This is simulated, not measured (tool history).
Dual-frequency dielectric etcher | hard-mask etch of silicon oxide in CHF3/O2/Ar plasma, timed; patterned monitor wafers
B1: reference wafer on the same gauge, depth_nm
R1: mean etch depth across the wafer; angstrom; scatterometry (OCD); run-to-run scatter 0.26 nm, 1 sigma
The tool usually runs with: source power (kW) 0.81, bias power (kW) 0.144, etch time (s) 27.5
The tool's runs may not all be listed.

{"run": 1, "hour": 0.0, "source power (kW)": 0.81, "bias power (kW)": 0.144, "etch time (s)": 27.5, "B1": 61.3, "R1": 610}
{"run": 2, "hour": 56.4, "source power (kW)": 0.81, "bias power (kW)": 0.144, "etch time (s)": 27.5, "B1": 61.2, "R1": 613}
{"run": 3, "hour": 144.4, "source power (kW)": 0.92, "bias power (kW)": 0.144, "etch time (s)": 27.5, "B1": 61.2, "R1": 652}
{"run": 4, "hour": 214.2, "source power (kW)": 0.92, "bias power (kW)": 0.144, "etch time (s)": 27.5, "B1": 61.3, "R1": 657}
{"run": 5, "hour": 313.9, "source power (kW)": 0.81, "bias power (kW)": 0.144, "etch time (s)": 27.5, "B1": 61.4, "R1": 632}
{"hour": 499.6, "done": "wet clean of the chamber"}
{"run": 6, "hour": 572.6, "source power (kW)": 0.81, "bias power (kW)": 0.169, "etch time (s)": 27.5, "B1": 61.2, "R1": 649}
{"run": 7, "hour": 677.4, "source power (kW)": 0.81, "bias power (kW)": 0.169, "etch time (s)": 27.5, "B1": 61.3, "R1": 655}
{"run": 8, "hour": 753.7, "source power (kW)": 0.81, "bias power (kW)": 0.169, "etch time (s)": 27.5, "B1": 61.4, "R1": 658}
{"run": 9, "hour": 815.0, "source power (kW)": 0.81, "bias power (kW)": 0.173, "etch time (s)": 24.5, "B1": 61.3, "R1": 596}
{"hour": 818.9, "done": "gauge calibrated"}
{"hour": 850.0, "done": "bias power generator calibrated"}
{"run": 10, "hour": 863.4, "source power (kW)": 0.81, "bias power (kW)": 0.173, "etch time (s)": 24.5, "B1": 61.3, "R1": 605}
{"hour": 991.0, "done": "wet clean of the chamber"}
{"run": 11, "hour": 1011.6, "source power (kW)": 0.81, "bias power (kW)": 0.173, "etch time (s)": 24.5, "B1": 61.3, "R1": 593}
{"run": 12, "hour": 1079.0, "source power (kW)": 0.81, "bias power (kW)": 0.158, "etch time (s)": 27.5, "B1": 61.3, "R1": 646}
{"run": 13, "hour": 1140.2, "source power (kW)": 0.81, "bias power (kW)": 0.158, "etch time (s)": 27.5, "B1": 61.4, "R1": 651}
{"run": 14, "hour": 1190.8, "source power (kW)": 0.81, "bias power (kW)": 0.158, "etch time (s)": 27.5, "B1": 61.3, "R1": 653}
{"hour": 1276.8, "done": "upper electrode replaced"}
{"run": 15, "hour": 1277.3, "source power (kW)": 0.81, "bias power (kW)": 0.144, "etch time (s)": 27.5, "B1": 61.2, "R1": 638}
{"hour": 1308.6, "done": "source power generator calibrated"}
{"run": 16, "hour": 1360.0, "source power (kW)": 0.81, "bias power (kW)": 0.144, "etch time (s)": 27.5, "B1": 61.2, "R1": 636}
{"run": 17, "hour": 1431.6, "source power (kW)": 0.81, "bias power (kW)": 0.155, "etch time (s)": 27.5, "B1": 61.3, "R1": 661}
{"hour": 1524.2, "done": "wet clean of the chamber"}
{"run": 18, "hour": 1524.7, "source power (kW)": 0.71, "bias power (kW)": 0.144, "etch time (s)": 32.5, "B1": 61.2, "R1": 699}

Expected results for the next run?
{"run": 19, "hour": 1587.3, "source power (kW)": 0.81, "bias power (kW)": 0.144, "etch time (s)": 21.5, "B1": "?", "R1": "?"}

B1: 61.3
R1: 491 angstrom
With the hidden condition absent and the run-to-run variation left alone, this run would have shown R1 485 angstrom.
